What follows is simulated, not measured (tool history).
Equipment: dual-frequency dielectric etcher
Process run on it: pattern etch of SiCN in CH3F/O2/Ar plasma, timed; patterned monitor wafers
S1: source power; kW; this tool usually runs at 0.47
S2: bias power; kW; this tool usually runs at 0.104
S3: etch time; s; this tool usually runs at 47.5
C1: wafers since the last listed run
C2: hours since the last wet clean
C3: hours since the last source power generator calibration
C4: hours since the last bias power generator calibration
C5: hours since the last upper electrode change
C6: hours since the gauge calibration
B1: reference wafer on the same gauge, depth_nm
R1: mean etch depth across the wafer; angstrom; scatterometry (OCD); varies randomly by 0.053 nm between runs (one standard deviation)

run 1 hour=0 | S1=0.47 S2=0.104 S3=47.5 | C1=0 C2=428.8 C3=3426.1 C4=1564.2 C5=6529 C6=97 | B1=19.39 | R1=206.5
run 2 hour=8.6 | S1=0.47 S2=0.104 S3=47.5 | C1=88 C2=437.4 C3=3434.7 C4=1572.8 C5=6537.6 C6=105.6 | B1=19.4 | R1=207.1
run 3 hour=20.1 | S1=0.39 S2=0.104 S3=51.5 | C1=117 C2=448.9 C3=3446.2 C4=1584.3 C5=6549.1 C6=117.1 | B1=19.4 | R1=202.9
run 4 hour=37.3 | S1=0.39 S2=0.104 S3=51.5 | C1=176 C2=466.1 C3=3463.4 C4=1601.5 C5=6566.3 C6=134.3 | B1=19.4 | R1=201.6
-- hour=42.6 gauge calibrated
run 5 hour=52.7 | S1=0.55 S2=0.104 S3=47.5 | C1=157 C2=481.5 C3=3478.8 C4=1616.9 C5=6581.7 C6=10.1 | B1=19.39 | R1=225.5
run 6 hour=62.9 | S1=0.55 S2=0.104 S3=47.5 | C1=104 C2=491.7 C3=3489 C4=1627.1 C5=6591.9 C6=20.3 | B1=19.39 | R1=224.8
run 7 hour=69.7 | S1=0.55 S2=0.104 S3=47.5 | C1=69 C2=498.5 C3=3495.8 C4=1633.9 C5=6598.7 C6=27.1 | B1=19.39 | R1=223.8
run 8 hour=86.5 | S1=0.47 S2=0.09 S3=54 | C1=172 C2=515.3 C3=3512.6 C4=1650.7 C5=6615.5 C6=43.9 | B1=19.39 | R1=222.1
-- hour=132.9 upper electrode replaced
run 9 hour=133.4 | S1=0.47 S2=0.09 S3=54 | C1=234 C2=562.2 C3=3559.5 C4=1697.6 C5=0.5 C6=90.8 | B1=19.4 | R1=221
run 10 hour=137.6 | S1=0.47 S2=0.104 S3=47.5 | C1=43 C2=566.4 C3=3563.7 C4=1701.8 C5=4.7 C6=95 | B1=19.4 | R1=208
run 11 hour=152.3 | S1=0.47 S2=0.104 S3=35.5 | C1=150 C2=581.1 C3=3578.4 C4=1716.5 C5=19.4 C6=109.7 | B1=19.39 | R1=155.1
run 12 hour=160.1 | S1=0.47 S2=0.104 S3=47.5 | C1=79 C2=588.9 C3=3586.2 C4=1724.3 C5=27.2 C6=117.5 | B1=19.4 | R1=207.3
-- hour=172.8 gauge calibrated
run 13 hour=177.4 | S1=0.47 S2=0.08 S3=33.5 | C1=177 C2=606.2 C3=3603.5 C4=1741.6 C5=44.5 C6=4.6 | B1=19.41 | R1=131.6

Forecast run 14:
-- hour=186.7 source power generator calibrated
run 14 hour=191.1 | S1=0.47 S2=0.104 S3=47.5 | C1=99 C2=619.9 C3=4.4 C4=1755.3 C5=58.2 C6=18.3 | B1=? | R1=?

Run 14 produced B1 19.4, R1 206.6 angstrom.
Had the tool carried no hidden state, the very same run would have given R1 206.6 angstrom.
